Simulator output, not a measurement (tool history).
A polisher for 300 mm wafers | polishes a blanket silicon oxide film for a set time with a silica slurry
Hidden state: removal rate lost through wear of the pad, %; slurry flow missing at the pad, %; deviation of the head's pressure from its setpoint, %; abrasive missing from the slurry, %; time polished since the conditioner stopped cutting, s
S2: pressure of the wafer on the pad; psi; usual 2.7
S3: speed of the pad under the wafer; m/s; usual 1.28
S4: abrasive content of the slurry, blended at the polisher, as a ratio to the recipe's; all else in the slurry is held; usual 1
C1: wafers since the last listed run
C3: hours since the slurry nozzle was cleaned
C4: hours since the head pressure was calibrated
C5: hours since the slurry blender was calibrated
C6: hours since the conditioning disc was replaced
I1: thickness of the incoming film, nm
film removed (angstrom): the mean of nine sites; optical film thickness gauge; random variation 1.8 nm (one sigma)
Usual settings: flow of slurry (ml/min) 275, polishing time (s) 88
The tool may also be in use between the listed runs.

{"run": 1, "hour": 0.0, "flow of slurry (ml/min)": 275, "S2": 2.7, "S3": 1.28, "S4": 1, "polishing time (s)": 88, "C1": 0, "wafers polished on this pad": 1006, "C3": 859.2, "C4": 626.3, "C5": 21, "C6": 125, "I1": 1406.9, "film removed (angstrom)": 1974}
{"hour": 7.2, "done": "slurry nozzle cleaned"}
{"run": 2, "hour": 69.1, "flow of slurry (ml/min)": 275, "S2": 2.7, "S3": 1.28, "S4": 1, "polishing time (s)": 88, "C1": 818, "wafers polished on this pad": 1825, "C3": 61.9, "C4": 695.4, "C5": 90.1, "C6": 194.1, "I1": 1364.3, "film removed (angstrom)": 2059}
{"hour": 138.9, "done": "head pressure recalibrated"}
{"run": 3, "hour": 181.3, "flow of slurry (ml/min)": 275, "S2": 2.7, "S3": 1.28, "S4": 1, "polishing time (s)": 88, "C1": 1324, "wafers polished on this pad": 3149, "C3": 174.1, "C4": 42.4, "C5": 202.3, "C6": 306.3, "I1": 1377.2, "film removed (angstrom)": 1865}
{"hour": 192.8, "done": "worn pad replaced by a new one"}
{"run": 4, "hour": 277.9, "flow of slurry (ml/min)": 275, "S2": 2.7, "S3": 1.28, "S4": 1, "polishing time (s)": 88, "C1": 1112, "wafers polished on this pad": 1022, "C3": 270.7, "C4": 139, "C5": 298.9, "C6": 402.9, "I1": 1394.7, "film removed (angstrom)": 1913}
{"hour": 280.3, "done": "slurry blender recalibrated"}
{"run": 5, "hour": 374.1, "flow of slurry (ml/min)": 275, "S2": 2.7, "S3": 1.28, "S4": 1, "polishing time (s)": 88, "C1": 1132, "wafers polished on this pad": 2154, "C3": 366.9, "C4": 235.2, "C5": 93.8, "C6": 499.1, "I1": 1382.8, "film removed (angstrom)": 1912}
{"hour": 410.4, "done": "worn pad replaced by a new one"}
{"run": 6, "hour": 429.9, "flow of slurry (ml/min)": 275, "S2": 2.7, "S3": 1.28, "S4": 1, "polishing time (s)": 88, "C1": 622, "wafers polished on this pad": 234, "C3": 422.7, "C4": 291, "C5": 149.6, "C6": 554.9, "I1": 1373.2, "film removed (angstrom)": 1968}
{"hour": 466.5, "done": "conditioning disc replaced and pad reconditioned"}
{"run": 7, "hour": 485.6, "flow of slurry (ml/min)": 275, "S2": 2.7, "S3": 1.28, "S4": 1, "polishing time (s)": 88, "C1": 645, "wafers polished on this pad": 879, "C3": 478.4, "C4": 346.7, "C5": 205.3, "C6": 19.1, "I1": 1350.3, "film removed (angstrom)": 1948}
{"run": 8, "hour": 533.6, "flow of slurry (ml/min)": 275, "S2": 2.7, "S3": 1.28, "S4": 1, "polishing time (s)": 88, "C1": 576, "wafers polished on this pad": 1456, "C3": 526.4, "C4": 394.7, "C5": 253.3, "C6": 67.1, "I1": 1374.6, "film removed (angstrom)": 1971}
{"run": 9, "hour": 577.0, "flow of slurry (ml/min)": 275, "S2": 2.2, "S3": 0.94, "S4": 0.7, "polishing time (s)": 88, "C1": 521, "wafers polished on this pad": 1978, "C3": 569.8, "C4": 438.1, "C5": 296.7, "C6": 110.5, "I1": 1389.5, "film removed (angstrom)": 1076}
{"hour": 590.2, "done": "slurry blender recalibrated"}
{"hour": 656.1, "done": "worn pad replaced by a new one"}
{"hour": 815.7, "done": "head pressure recalibrated"}
{"hour": 859.2, "done": "slurry blender recalibrated"}
{"hour": 891.9, "done": "worn pad replaced by a new one"}
{"run": 10, "hour": 899.6, "flow of slurry (ml/min)": 275, "S2": 2.7, "S3": 1.28, "S4": 0.7, "polishing time (s)": 88, "C1": 3708, "wafers polished on this pad": 92, "C3": 892.4, "C4": 83.9, "C5": 40.4, "C6": 433.1, "I1": 1365.1, "film removed (angstrom)": 1618}
{"hour": 968.2, "done": "slurry nozzle cleaned"}
{"run": 11, "hour": 998.6, "flow of slurry (ml/min)": 305, "S2": 2.7, "S3": 1.28, "S4": 1, "polishing time (s)": 88, "C1": 1177, "wafers polished on this pad": 1269, "C3": 30.4, "C4": 182.9, "C5": 139.4, "C6": 532.1, "I1": 1409.1, "film removed (angstrom)": 1935}
{"hour": 1038.8, "done": "conditioning disc replaced and pad reconditioned"}
{"run": 12, "hour": 1098.3, "flow of slurry (ml/min)": 275, "S2": 2.7, "S3": 1.28, "S4": 1, "polishing time (s)": 88, "C1": 1174, "wafers polished on this pad": 2444, "C3": 130.1, "C4": 282.6, "C5": 239.1, "C6": 59.5, "I1": 1391.8, "film removed (angstrom)": 1925}

Run 13 comes next. What will it give?
{"hour": 1129.2, "done": "slurry blender recalibrated"}
{"hour": 1157.7, "done": "worn pad replaced by a new one"}
{"run": 13, "hour": 1169.1, "flow of slurry (ml/min)": 275, "S2": 2.7, "S3": 1.28, "S4": 1, "polishing time (s)": 88, "C1": 778, "wafers polished on this pad": 137, "C3": 200.9, "C4": 353.4, "C5": 39.9, "C6": 130.3, "I1": 1386.3, "film removed (angstrom)": "?"}

{"run 13": {"film removed (angstrom)": 1972}}
Without the tool's hidden state the same run would have given film removed (angstrom) 1839.
